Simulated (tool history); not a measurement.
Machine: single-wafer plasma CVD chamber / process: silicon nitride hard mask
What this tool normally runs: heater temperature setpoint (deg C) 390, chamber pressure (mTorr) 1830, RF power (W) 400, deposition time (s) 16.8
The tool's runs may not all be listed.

run,hour,heater temperature setpoint (deg C),chamber pressure (mTorr),RF power (W),deposition time (s),"read-back reference wafer on the same gauge, thickness_nm",mean film thickness on the monitor wafer (nm)
1,0.0,390,1650,400,16.8,19.099,20.960
2,16.2,390,1710,400,14.5,19.095,18.183
3,51.2,390,1830,420,18.0,19.090,23.942
# hour 60.4: RF generator calibrated
4,60.9,390,1830,420,18.0,19.099,25.183
5,72.1,390,1830,400,16.8,19.094,22.632
6,80.6,390,1830,400,16.8,19.076,22.564
7,96.7,390,1830,400,16.8,19.123,22.762
# hour 111.7: capacitance manometer re-zeroed and calibrated
8,112.2,390,1830,400,16.8,19.122,22.548
# hour 123.7: showerhead replaced, of another model than before
9,124.2,390,1830,400,16.8,19.101,22.379
10,126.5,390,1830,400,16.8,19.082,22.406
11,134.4,390,1830,400,17.5,19.084,23.367
12,144.4,390,1830,365,14.5,19.113,17.461
13,152.1,378,2130,400,19.3,19.081,26.951
14,163.9,390,2140,400,18.6,19.099,25.748
15,170.3,390,1830,400,16.8,19.108,22.137
16,186.3,377,1480,365,13.6,19.122,15.312
17,196.8,390,1830,480,16.8,19.080,25.856
# hour 211.5: thermocouple changed; heater temperature recalibrated
18,212.0,383,1550,435,13.7,19.059,18.359
19,221.7,390,1830,455,16.8,19.138,24.918
# hour 229.7: gauge calibrated
20,239.0,390,1830,400,16.8,19.095,21.960
21,252.8,384,1830,375,19.0,19.062,23.367
22,261.3,396,1830,400,16.8,19.119,21.955
23,271.1,390,1830,400,16.8,19.106,21.939
24,278.6,390,1830,400,16.8,19.082,21.833
25,291.3,390,1420,400,16.8,19.081,19.970
26,299.0,390,1830,400,16.8,19.085,21.741
27,305.1,390,1830,400,16.8,19.102,21.883
28,317.8,390,1670,400,16.8,19.128,20.997
29,334.5,390,1830,360,15.7,19.063,18.161

What if the next run were any one of these 4? Each begins from the tool's condition after run 29:
A,334.9,390,1830,400,16.8,?,?
B,334.9,381,1830,445,18.2,?,?
C,334.9,404,2200,430,18.6,?,?
D,334.9,390,1830,325,16.8,?,?

run,"read-back reference wafer on the same gauge, thickness_nm",mean film thickness on the monitor wafer (nm)
A,19.138,21.747
B,19.138,26.186
C,19.138,27.137
D,19.138,17.006
Stripped of hidden state, with their random variation kept, the same runs would have yielded:
run,mean film thickness on the monitor wafer (nm)
A,22.775
B,27.362
C,28.355
D,17.929
